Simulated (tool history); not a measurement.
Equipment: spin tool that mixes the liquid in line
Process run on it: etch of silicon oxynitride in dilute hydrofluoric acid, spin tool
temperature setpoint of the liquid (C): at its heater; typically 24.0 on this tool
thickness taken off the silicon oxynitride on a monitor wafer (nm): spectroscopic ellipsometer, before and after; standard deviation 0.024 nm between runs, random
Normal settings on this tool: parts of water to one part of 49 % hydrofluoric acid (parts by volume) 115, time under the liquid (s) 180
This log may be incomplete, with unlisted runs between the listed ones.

run	hour	temperature setpoint of the liquid (C)	parts of water to one part of 49 % hydrofluoric acid (parts by volume)	time under the liquid (s)	read-back film thickness of the silicon oxynitride reference wafer, read on the same gauge (nm)	thickness taken off the silicon oxynitride on a monitor wafer (nm)
1	0.0	24.0	115	180	109.97	6.83
2	66.2	24.0	115	180	109.98	6.82
3	92.0	24.0	115	180	110.00	6.78
4	122.8	24.0	115	120	109.96	4.49
5	163.1	24.0	115	180	110.01	6.78
# hour 175.9: gauge calibrated
6	206.4	24.0	115	180	109.98	6.75
7	253.8	24.0	115	180	110.00	6.77
8	311.8	24.0	115	180	110.00	6.76
9	342.2	24.0	115	180	110.01	6.75
10	375.6	24.0	115	180	109.97	6.78
11	417.2	27.0	70	75	110.00	5.56
12	474.4	22.0	70	180	110.01	10.49
13	532.5	26.0	70	180	110.03	12.65
14	586.3	28.5	115	180	109.97	8.30
# hour 594.8: thermometer replaced
15	647.9	24.0	115	180	109.99	6.59
16	710.4	24.0	115	180	110.01	6.56
17	771.7	24.0	115	180	109.97	6.56
18	838.0	28.5	100	180	110.02	9.44
19	901.5	22.0	70	180	109.98	10.17
20	951.6	19.5	130	180	110.01	4.62
# hour 963.3: hydrofluoric acid flow meter replaced
21	985.5	20.5	85	260	109.99	11.40
22	1013.3	21.0	115	235	110.00	7.66
23	1052.1	26.5	55	95	109.99	8.89
24	1085.5	25.5	115	180	109.95	7.21
25	1126.2	24.0	115	270	110.02	10.14
26	1171.7	19.0	80	180	110.00	7.90
27	1206.3	28.5	70	210	110.00	16.63
28	1269.7	24.0	115	180	110.01	6.79
29	1414.7	24.0	115	275	109.96	10.32
30	1476.7	19.5	115	180	109.97	5.43
31	1534.9	27.5	150	290	110.03	9.42
32	1598.9	28.0	115	180	110.05	8.12
33	1623.1	24.0	115	180	109.97	6.75

Predict each of these 4 candidate next runs independently; none follows another, all start after run 33:
A	1623.6	24.0	140	180	?	?
B	1623.6	27.5	135	100	?	?
C	1623.6	26.5	170	180	?	?
D	1623.6	27.0	115	90	?	?

run	read-back film thickness of the silicon oxynitride reference wafer, read on the same gauge (nm)	thickness taken off the silicon oxynitride on a monitor wafer (nm)
A	110.03	5.41
B	110.03	3.67
C	110.03	4.86
D	110.03	3.86
With the hidden condition removed and each run's random variation left untouched, the same runs would have given:
run	thickness taken off the silicon oxynitride on a monitor wafer (nm)
A	5.41
B	3.67
C	4.87
D	3.86
